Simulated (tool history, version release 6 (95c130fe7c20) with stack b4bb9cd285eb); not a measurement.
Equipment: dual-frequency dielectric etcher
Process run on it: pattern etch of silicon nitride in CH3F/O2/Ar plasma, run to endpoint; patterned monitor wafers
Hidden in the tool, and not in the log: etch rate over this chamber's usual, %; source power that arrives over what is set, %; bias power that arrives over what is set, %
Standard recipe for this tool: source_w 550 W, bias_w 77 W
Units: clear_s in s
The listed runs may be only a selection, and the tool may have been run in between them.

run,hour,source_w,bias_w,wafers since the last listed run,hours since the last wet clean,hours since the last source power generator calibration,hours since the last bias power generator calibration,hours since the last upper electrode change,"incoming incoming film thickness, nm",clear_s
1,0,550,77,0,487.1,3606.5,2135.3,2249.6,28.85,38.1
2,10.6,550,77,102,497.7,3617.1,2145.9,2260.2,29.01,38.4
3,18,550,77,71,505.1,3624.5,2153.3,2267.6,28.77,37.9
4,26.8,630,77,85,513.9,3633.3,2162.1,2276.4,28.88,36
5,43.7,630,77,164,530.8,3650.2,2179,2293.3,28.81,35.8
6,57.6,630,77,134,544.7,3664.1,2192.9,2307.2,28.99,36.2
7,72.8,550,83,147,559.9,3679.3,2208.1,2322.4,29.19,37.5
# hour 89.6: source power generator calibrated
8,90.1,440,77,129,577.2,0.5,2225.4,2339.7,28.71,41
9,96.4,440,77,61,583.5,6.8,2231.7,2346,28.99,41.5
# hour 102.4: bias power generator calibrated
10,111.3,550,72,105,598.4,21.7,8.9,2360.9,28.85,38.9
# hour 143.6: wet clean of the chamber
11,144.1,550,77,85,0.5,54.5,41.7,2393.7,28.97,40.2
12,144.5,550,77,1,0.9,54.9,42.1,2394.1,28.57,39.6
13,144.8,640,94,0,1.2,55.2,42.4,2394.4,28.97,35.4
# hour 168.2: upper electrode replaced
14,168.7,550,70,4,25.1,79.1,66.3,0.5,29.08,41.3
15,169.1,470,82,3,25.5,79.5,66.7,0.9,29.05,41.6
16,175.6,470,87,63,32,86,73.2,7.4,29.03,40.7
17,184.2,550,77,83,40.6,94.6,81.8,16,29.07,40
18,200.6,470,63,159,57,111,98.2,32.4,29.1,45.2
19,208.2,440,64,73,64.6,118.6,105.8,40,28.96,45.7
20,218.4,480,61,99,74.8,128.8,116,50.2,29.06,45.5
21,226.5,480,83,78,82.9,136.9,124.1,58.3,29.13,41

Forecast each of these 4 alternatives for the next run:
A,226.9,550,64,3,83.3,137.3,124.5,58.7,28.98,?
B,226.9,690,92,3,83.3,137.3,124.5,58.7,28.98,?
C,226.9,510,90,3,83.3,137.3,124.5,58.7,28.98,?
D,226.9,550,68,3,83.3,137.3,124.5,58.7,28.98,?

run,clear_s
A,42.5
B,34.7
C,39.2
D,41.7
Without the tool's unlogged condition, the same runs would have read:
run,clear_s
A,43.2
B,35.3
C,39.8
D,42.4
